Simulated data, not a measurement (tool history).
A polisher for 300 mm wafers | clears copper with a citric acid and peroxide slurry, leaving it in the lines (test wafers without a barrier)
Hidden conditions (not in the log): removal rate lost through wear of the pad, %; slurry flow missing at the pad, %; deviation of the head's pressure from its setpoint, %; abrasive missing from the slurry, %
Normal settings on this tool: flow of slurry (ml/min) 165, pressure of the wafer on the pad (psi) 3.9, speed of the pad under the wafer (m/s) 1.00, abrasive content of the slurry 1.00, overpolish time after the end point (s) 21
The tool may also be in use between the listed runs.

run     day  flow of slurry (ml/min)  pressure of the wafer on the pad (psi)  speed of the pad under the wafer (m/s)  abrasive content of the slurry  overpolish time after the end point (s)  wafers since the last listed run  wafers polished on this pad  hours since the slurry nozzle was cleaned  hours since the head pressure was calibrated  hours since the slurry blender was calibrated  incoming thickness of the incoming film, nm  time until the end point was called (s)  dishing of a wide line in a test structure (angstrom)
  1   0.000                      165                                     3.9                                    1.00                            1.00                                       21                                 0                          898                                      281.1                                        1181.0                                          319.9                                        363.2                                    116.8                                                    463
      2.496  -- worn pad replaced by a new one
  2   2.800                      165                                     3.9                                    1.00                            1.00                                       21                               372                           43                                      348.3                                        1248.2                                          387.1                                        363.4                                    114.4                                                    451
  3   3.379                      165                                     3.9                                    1.00                            1.15                                       21                                81                          125                                      362.2                                        1262.1                                          401.0                                        363.3                                    113.2                                                    457
      3.571  -- slurry blender recalibrated
  4   4.192                      165                                     3.9                                    1.00                            1.15                                       21                               103                          228                                      381.7                                        1281.6                                           14.9                                        364.3                                    111.4                                                    469
  5   5.146                      165                                     3.9                                    1.00                            1.15                                       21                               134                          362                                      404.6                                        1304.5                                           37.8                                        365.8                                    110.4                                                    465
  6   6.375                      165                                     3.9                                    1.00                            1.00                                       21                               173                          536                                      434.1                                        1334.0                                           67.3                                        365.6                                    114.7                                                    452
  7   7.538                      165                                     3.9                                    1.00                            1.00                                       21                               164                          700                                      462.0                                        1361.9                                           95.2                                        359.2                                    111.8                                                    458
  8   8.746                      165                                     3.9                                    1.00                            1.00                                       31                               170                          871                                      491.0                                        1390.9                                          124.2                                        363.5                                    111.6                                                    635
     10.925  -- slurry nozzle cleaned
     10.954  -- worn pad replaced by a new one
     12.071  -- head pressure recalibrated
  9  13.158                      110                                     3.9                                    0.84                            1.25                                       21                               601                          299                                       53.6                                          26.1                                          230.1                                        366.8                                    131.9                                                    415
 10  13.962                      165                                     3.9                                    1.00                            1.15                                       21                               113                          413                                       72.9                                          45.4                                          249.4                                        361.7                                    103.1                                                    501
 11  14.642                      140                                     3.2                                    1.00                            1.15                                       16                                95                          509                                       89.2                                          61.7                                          265.7                                        367.2                                    130.9                                                    326
 12  15.858                      165                                     3.9                                    1.00                            1.00                                       21                               171                          681                                      118.4                                          90.9                                          294.9                                        363.8                                    107.3                                                    478
 13  16.804                      195                                     5.1                                    1.00                            1.00                                       21                               133                          814                                      141.1                                         113.6                                          317.6                                        370.4                                     80.4                                                    619
 14  17.467                      165                                     3.9                                    1.00                            1.00                                       21                                93                          908                                      157.0                                         129.5                                          333.5                                        366.0                                    109.7                                                    477
 15  18.471                      120                                     3.9                                    0.70                            1.00                                       21                               141                         1050                                      181.1                                         153.6                                          357.6                                        363.6                                    154.4                                                    360
     19.617  -- slurry blender recalibrated
 16  19.638                      225                                     3.9                                    1.00                            1.00                                       10                               153                         1203                                      209.1                                         181.6                                            0.5                                        365.5                                    103.7                                                    261
 17  20.450                      225                                     3.9                                    1.18                            1.20                                       21                               114                         1318                                      228.6                                         201.1                                           20.0                                        367.8                                     83.8                                                    575
     20.725  -- worn pad replaced by a new one
     21.012  -- head pressure recalibrated, repeated, since the last time left the tool worse
 18  21.896                      130                                     4.7                                    1.24                            0.80                                       21                               168                          153                                      263.3                                          21.2                                           54.7                                        368.4                                     91.1                                                    556
 19  23.000                      165                                     5.1                                    1.22                            1.00                                       33                               156                          309                                      289.8                                          47.7                                           81.2                                        361.0                                     77.7                                                    865
 20  24.083                      205                                     3.9                                    1.18                            1.00                                       13                               153                          463                                      315.8                                          73.7                                          107.2                                        358.4                                    101.9                                                    332
 21  25.679                      165                                     2.7                                    1.00                            1.25                                       26                               225                          688                                      354.1                                         112.0                                          145.5                                        357.9                                    167.5                                                    375
 22  26.662                      165                                     3.9                                    1.00                            1.00                                       21                               138                          827                                      377.7                                         135.6                                          169.1                                        364.3                                    125.6                                                    436

The next listed run, before its measurement:
 23  27.238                      165                                     3.9                                    1.00                            1.00                                       13                                81                          908                                      391.5                                         149.4                                          182.9                                        362.1                                        ?                                                      ?

time until the end point was called (s): 123.2
dishing of a wide line in a test structure (angstrom): 281
With the hidden condition absent and the run-to-run variation left alone, this run would have shown time until the end point was called (s) 122.0, dishing of a wide line in a test structure (angstrom) 283.
